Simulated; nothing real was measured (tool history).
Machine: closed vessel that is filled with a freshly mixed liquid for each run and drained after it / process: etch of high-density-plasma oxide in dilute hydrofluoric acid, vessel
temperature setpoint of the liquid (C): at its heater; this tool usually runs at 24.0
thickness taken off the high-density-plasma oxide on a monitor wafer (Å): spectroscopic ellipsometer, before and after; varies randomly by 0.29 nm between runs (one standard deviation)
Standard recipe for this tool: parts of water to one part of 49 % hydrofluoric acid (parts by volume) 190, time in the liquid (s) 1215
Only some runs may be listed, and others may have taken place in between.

run     day  temperature setpoint of the liquid (C)  parts of water to one part of 49 % hydrofluoric acid (parts by volume)  time in the liquid (s)  wafers since the last listed run  hours since the thermometer was replaced  hours since the hydrofluoric acid flow meter was replaced  hours since the gauge calibration  read-back film thickness of the high-density-plasma oxide reference wafer, read on the same gauge (nm)  thickness taken off the high-density-plasma oxide on a monitor wafer (Å)
  1   0.000                                    24.0                                                                     190                    1215                                 0                                    2684.6                                                     1064.2                              866.8                                                                                                  139.99                                                                     338.3
      0.138  -- gauge calibrated
  2   0.558                                    24.0                                                                     245                    1215                               599                                    2698.0                                                     1077.6                               10.1                                                                                                  139.95                                                                     248.8
  3   0.900                                    24.0                                                                     245                    1215                               366                                    2706.2                                                     1085.8                               18.3                                                                                                  140.01                                                                     247.2
  4   1.262                                    24.0                                                                     190                    1215                               388                                    2714.9                                                     1094.5                               27.0                                                                                                  140.01                                                                     334.5
  5   1.988                                    24.0                                                                     190                    1215                               777                                    2732.3                                                     1111.9                               44.4                                                                                                  139.99                                                                     337.7
  6   2.600                                    24.0                                                                     190                    1215                               657                                    2747.0                                                     1126.6                               59.1                                                                                                  139.99                                                                     342.9
  7   3.158                                    21.0                                                                     190                    1215                               599                                    2760.4                                                     1140.0                               72.5                                                                                                  139.98                                                                     303.2
  8   3.450                                    21.0                                                                     190                    1215                               312                                    2767.4                                                     1147.0                               79.5                                                                                                  140.02                                                                     301.5
      4.067  -- hydrofluoric acid flow meter replaced
  9   4.112                                    24.0                                                                     190                    1530                               666                                    2783.3                                                        1.1                               95.4                                                                                                  140.02                                                                     424.9
 10   4.658                                    24.0                                                                     215                    1215                               585                                    2796.4                                                       14.2                              108.5                                                                                                  139.99                                                                     292.5
 11   5.217                                    24.0                                                                     125                    1695                               599                                    2809.8                                                       27.6                              121.9                                                                                                  139.99                                                                     773.4
 12   5.729                                    20.0                                                                     125                     990                               549                                    2822.1                                                       39.9                              134.2                                                                                                  140.02                                                                     387.2
 13   6.438                                    24.0                                                                     190                    1215                               759                                    2839.1                                                       56.9                              151.2                                                                                                  140.05                                                                     342.7
 14   7.167                                    24.0                                                                     190                    1215                               782                                    2856.6                                                       74.4                              168.7                                                                                                  139.99                                                                     343.2
 15   7.675                                    24.0                                                                     190                    1215                               545                                    2868.8                                                       86.6                              180.9                                                                                                  139.98                                                                     343.7
      8.038  -- thermometer replaced
 16   8.421                                    24.0                                                                     190                    1215                               755                                       9.2                                                      104.5                              198.8                                                                                                  140.00                                                                     342.9
 17   9.758                                    20.5                                                                     190                    1570                              1435                                      41.3                                                      136.6                              230.9                                                                                                  140.01                                                                     388.8
 18  10.496                                    24.0                                                                     190                    1215                               791                                      59.0                                                      154.3                              248.6                                                                                                  140.02                                                                     337.3

What does the tool deliver on the next run?
 19  11.679                                    24.0                                                                     190                    1215                              1269                                      87.4                                                      182.7                              277.0                                                                                                       ?                                                                         ?

Run 19 measured read-back film thickness of the high-density-plasma oxide reference wafer, read on the same gauge (nm) 140.04, thickness taken off the high-density-plasma oxide on a monitor wafer (Å) 337.9.
On a tool with no hidden condition, and with the same random variation, this run would have come out at thickness taken off the high-density-plasma oxide on a monitor wafer (Å) 337.9.
